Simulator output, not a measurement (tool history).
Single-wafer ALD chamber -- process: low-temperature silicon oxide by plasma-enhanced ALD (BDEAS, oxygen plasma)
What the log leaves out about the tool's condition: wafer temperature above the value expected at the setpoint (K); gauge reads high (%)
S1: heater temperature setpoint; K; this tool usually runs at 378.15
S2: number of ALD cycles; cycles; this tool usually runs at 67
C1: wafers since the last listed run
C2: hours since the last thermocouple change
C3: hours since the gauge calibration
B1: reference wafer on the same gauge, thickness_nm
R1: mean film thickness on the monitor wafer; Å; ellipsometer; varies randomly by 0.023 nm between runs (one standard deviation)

run 1 hour=0 | S1=378.15 S2=67 | C1=0 C2=1387.4 C3=230.9 | B1=10.914 | R1=94.98
run 2 hour=26.9 | S1=378.15 S2=67 | C1=71 C2=1414.3 C3=257.8 | B1=10.919 | R1=94.5
run 3 hour=112.7 | S1=378.15 S2=67 | C1=229 C2=1500.1 C3=343.6 | B1=10.951 | R1=95.15
run 4 hour=128.5 | S1=378.15 S2=67 | C1=42 C2=1515.9 C3=359.4 | B1=10.951 | R1=95.2
run 5 hour=161.7 | S1=378.15 S2=67 | C1=88 C2=1549.1 C3=392.6 | B1=10.945 | R1=95.25
run 6 hour=179.5 | S1=378.15 S2=67 | C1=47 C2=1566.9 C3=410.4 | B1=10.937 | R1=95.45
run 7 hour=210.8 | S1=387.15 S2=57 | C1=83 C2=1598.2 C3=441.7 | B1=10.952 | R1=79.43
run 8 hour=243.4 | S1=387.15 S2=57 | C1=87 C2=1630.8 C3=474.3 | B1=10.974 | R1=79.72
run 9 hour=256.9 | S1=378.15 S2=67 | C1=36 C2=1644.3 C3=487.8 | B1=10.973 | R1=95.54
run 10 hour=272.2 | S1=378.15 S2=67 | C1=40 C2=1659.6 C3=503.1 | B1=10.97 | R1=95.76
run 11 hour=286 | S1=366.15 S2=72 | C1=36 C2=1673.4 C3=516.9 | B1=10.977 | R1=106.62
run 12 hour=309.6 | S1=366.15 S2=72 | C1=63 C2=1697 C3=540.5 | B1=10.972 | R1=106.31
run 13 hour=342.3 | S1=366.15 S2=72 | C1=87 C2=1729.7 C3=573.2 | B1=10.983 | R1=106.2
run 14 hour=365.2 | S1=369.15 S2=67 | C1=61 C2=1752.6 C3=596.1 | B1=10.981 | R1=97.96
run 15 hour=381.4 | S1=369.15 S2=67 | C1=43 C2=1768.8 C3=612.3 | B1=10.966 | R1=97.97
run 16 hour=414.8 | S1=369.15 S2=67 | C1=89 C2=1802.2 C3=645.7 | B1=10.987 | R1=98.28
run 17 hour=450.6 | S1=373.15 S2=67 | C1=95 C2=1838 C3=681.5 | B1=10.993 | R1=96.79
run 18 hour=463.6 | S1=373.15 S2=67 | C1=34 C2=1851 C3=694.5 | B1=10.989 | R1=96.45
run 19 hour=495.2 | S1=378.15 S2=67 | C1=84 C2=1882.6 C3=726.1 | B1=10.982 | R1=96.08
run 20 hour=525.8 | S1=378.15 S2=67 | C1=81 C2=1913.2 C3=756.7 | B1=11.005 | R1=95.81
run 21 hour=541.6 | S1=382.15 S2=60 | C1=42 C2=1929 C3=772.5 | B1=10.99 | R1=85.32
run 22 hour=572.7 | S1=391.15 S2=59 | C1=83 C2=1960.1 C3=803.6 | B1=10.991 | R1=82.12
-- hour=585.3 gauge calibrated
run 23 hour=586.6 | S1=378.15 S2=67 | C1=37 C2=1974 C3=1.3 | B1=10.751 | R1=93.71
run 24 hour=609.4 | S1=385.15 S2=73 | C1=60 C2=1996.8 C3=24.1 | B1=10.77 | R1=101.35
-- hour=625.6 thermocouple changed; heater temperature recalibrated
run 25 hour=630 | S1=393.15 S2=67 | C1=33 C2=4.4 C3=44.7 | B1=10.769 | R1=91.1
run 26 hour=645.2 | S1=378.15 S2=67 | C1=40 C2=19.6 C3=59.9 | B1=10.781 | R1=94.29
run 27 hour=707.6 | S1=378.15 S2=67 | C1=166 C2=82 C3=122.3 | B1=10.821 | R1=94.12
run 28 hour=722 | S1=378.15 S2=54 | C1=38 C2=96.4 C3=136.7 | B1=10.832 | R1=75.87
run 29 hour=740 | S1=378.15 S2=67 | C1=48 C2=114.4 C3=154.7 | B1=10.819 | R1=94.36
run 30 hour=764.9 | S1=387.15 S2=57 | C1=66 C2=139.3 C3=179.6 | B1=10.845 | R1=79.15
run 31 hour=795.9 | S1=383.15 S2=71 | C1=82 C2=170.3 C3=210.6 | B1=10.856 | R1=99.16
run 32 hour=827.5 | S1=383.15 S2=74 | C1=84 C2=201.9 C3=242.2 | B1=10.878 | R1=103.48
run 33 hour=856.8 | S1=378.15 S2=67 | C1=78 C2=231.2 C3=271.5 | B1=10.88 | R1=95
run 34 hour=877.8 | S1=378.15 S2=55 | C1=56 C2=252.2 C3=292.5 | B1=10.891 | R1=77.58
run 35 hour=893.7 | S1=389.15 S2=60 | C1=42 C2=268.1 C3=308.4 | B1=10.887 | R1=82.91
run 36 hour=924.1 | S1=387.15 S2=58 | C1=81 C2=298.5 C3=338.8 | B1=10.898 | R1=81.03
run 37 hour=950.7 | S1=371.15 S2=67 | C1=71 C2=325.1 C3=365.4 | B1=10.904 | R1=96.82
run 38 hour=980.8 | S1=378.15 S2=67 | C1=80 C2=355.2 C3=395.5 | B1=10.906 | R1=95.38
run 39 hour=994.4 | S1=387.15 S2=75 | C1=36 C2=368.8 C3=409.1 | B1=10.91 | R1=104.58

The logged runs with the hidden state left out (each run's random variation unchanged):
run=1 R1=93.92
run=2 R1=93.37
run=3 R1=93.82
run=4 R1=93.84
run=5 R1=93.84
run=6 R1=94
run=7 R1=78.19
run=8 R1=78.44
run=9 R1=93.99
run=10 R1=94.19
run=11 R1=104.86
run=12 R1=104.53
run=13 R1=104.38
run=14 R1=96.26
run=15 R1=96.27
run=16 R1=96.54
run=17 R1=95.05
run=18 R1=94.72
run=19 R1=94.33
run=20 R1=94.05
run=21 R1=83.75
run=22 R1=80.6
run=23 R1=94.08
run=24 R1=101.59
run=25 R1=91.2
run=26 R1=94.31
run=27 R1=93.85
run=28 R1=75.61
run=29 R1=93.96
run=30 R1=78.74
run=31 R1=98.55
run=32 R1=102.74
run=33 R1=94.24
run=34 R1=76.91
run=35 R1=82.17
run=36 R1=80.25
run=37 R1=95.85
run=38 R1=94.37
run=39 R1=103.45
